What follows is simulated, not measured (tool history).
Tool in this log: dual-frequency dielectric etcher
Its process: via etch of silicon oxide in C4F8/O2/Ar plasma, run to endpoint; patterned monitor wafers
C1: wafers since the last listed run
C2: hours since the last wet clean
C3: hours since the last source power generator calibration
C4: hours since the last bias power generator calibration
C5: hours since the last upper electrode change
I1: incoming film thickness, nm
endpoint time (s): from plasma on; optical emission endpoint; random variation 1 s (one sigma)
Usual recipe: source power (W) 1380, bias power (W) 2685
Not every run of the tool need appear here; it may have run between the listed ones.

run 1 day=0.000 | source_power_(W)=1380 bias_power_(W)=2685 | C1=0 C2=338.9 C3=1524.7 C4=2630.4 C5=2375.8 | I1=1116.6 | endpoint_time_(s)=252.5
run 2 day=0.717 | source_power_(W)=1380 bias_power_(W)=2685 | C1=97 C2=356.1 C3=1541.9 C4=2647.6 C5=2393.0 | I1=1120.0 | endpoint_time_(s)=251.5
run 3 day=1.167 | source_power_(W)=1380 bias_power_(W)=2685 | C1=61 C2=366.9 C3=1552.7 C4=2658.4 C5=2403.8 | I1=1112.9 | endpoint_time_(s)=251.4
run 4 day=1.579 | source_power_(W)=1380 bias_power_(W)=2685 | C1=56 C2=376.8 C3=1562.6 C4=2668.3 C5=2413.7 | I1=1109.2 | endpoint_time_(s)=250.2
run 5 day=1.862 | source_power_(W)=1380 bias_power_(W)=2685 | C1=38 C2=383.6 C3=1569.4 C4=2675.1 C5=2420.5 | I1=1127.8 | endpoint_time_(s)=253.0
run 6 day=2.304 | source_power_(W)=1380 bias_power_(W)=2685 | C1=60 C2=394.2 C3=1580.0 C4=2685.7 C5=2431.1 | I1=1114.8 | endpoint_time_(s)=253.1
-- day=3.538 upper electrode replaced
-- day=3.667 source power generator calibrated
run 7 day=3.688 | source_power_(W)=1380 bias_power_(W)=2685 | C1=34 C2=427.4 C3=0.5 C4=2718.9 C5=3.6 | I1=1128.6 | endpoint_time_(s)=254.6
run 8 day=3.704 | source_power_(W)=1160 bias_power_(W)=2391 | C1=2 C2=427.8 C3=0.9 C4=2719.3 C5=4.0 | I1=1121.2 | endpoint_time_(s)=286.2
run 9 day=3.717 | source_power_(W)=1380 bias_power_(W)=2685 | C1=1 C2=428.1 C3=1.2 C4=2719.6 C5=4.3 | I1=1110.3 | endpoint_time_(s)=251.4
run 10 day=4.012 | source_power_(W)=1380 bias_power_(W)=2270 | C1=40 C2=435.2 C3=8.3 C4=2726.7 C5=11.4 | I1=1120.5 | endpoint_time_(s)=269.3
-- day=4.529 bias power generator calibrated
-- day=5.079 wet clean of the chamber
run 11 day=5.100 | source_power_(W)=1550 bias_power_(W)=2685 | C1=50 C2=0.5 C3=34.4 C4=13.7 C5=37.5 | I1=1117.2 | endpoint_time_(s)=246.9
-- day=6.917 wet clean of the chamber, repeated, since the last time left the tool worse
run 12 day=6.938 | source_power_(W)=1060 bias_power_(W)=2685 | C1=114 C2=0.5 C3=78.5 C4=57.8 C5=81.6 | I1=1119.5 | endpoint_time_(s)=278.3
run 13 day=6.954 | source_power_(W)=1510 bias_power_(W)=3326 | C1=2 C2=0.9 C3=78.9 C4=58.2 C5=82.0 | I1=1124.1 | endpoint_time_(s)=220.7
run 14 day=7.083 | source_power_(W)=1610 bias_power_(W)=2685 | C1=17 C2=4.0 C3=82.0 C4=61.3 C5=85.1 | I1=1124.0 | endpoint_time_(s)=230.1
run 15 day=7.425 | source_power_(W)=1080 bias_power_(W)=2685 | C1=46 C2=12.2 C3=90.2 C4=69.5 C5=93.3 | I1=1120.0 | endpoint_time_(s)=276.9

Pick out some run-to-run changes in endpoint time (s). Of each, how much would a tool without hidden state show as well, from the settings, what came in and chance, and how much is left for the hidden state and any gauge scatter not in both results compared?
Unlogged tool condition in this case: etch rate over this chamber's usual, %; source power that arrives over what is set, %; bias power that arrives over what is set, %.
Run 11 -> 12: source power (W) 1550 -> 1060, wet clean of the chamber, repeated, since the last time left the tool worse. endpoint time (s) +31.4: hidden state -15.0, all else +46.4.
Run 12 -> 13: source power (W) 1060 -> 1510, bias power (W) 2685 -> 3326. endpoint time (s) -57.6: hidden state -0.2, all else -57.4.

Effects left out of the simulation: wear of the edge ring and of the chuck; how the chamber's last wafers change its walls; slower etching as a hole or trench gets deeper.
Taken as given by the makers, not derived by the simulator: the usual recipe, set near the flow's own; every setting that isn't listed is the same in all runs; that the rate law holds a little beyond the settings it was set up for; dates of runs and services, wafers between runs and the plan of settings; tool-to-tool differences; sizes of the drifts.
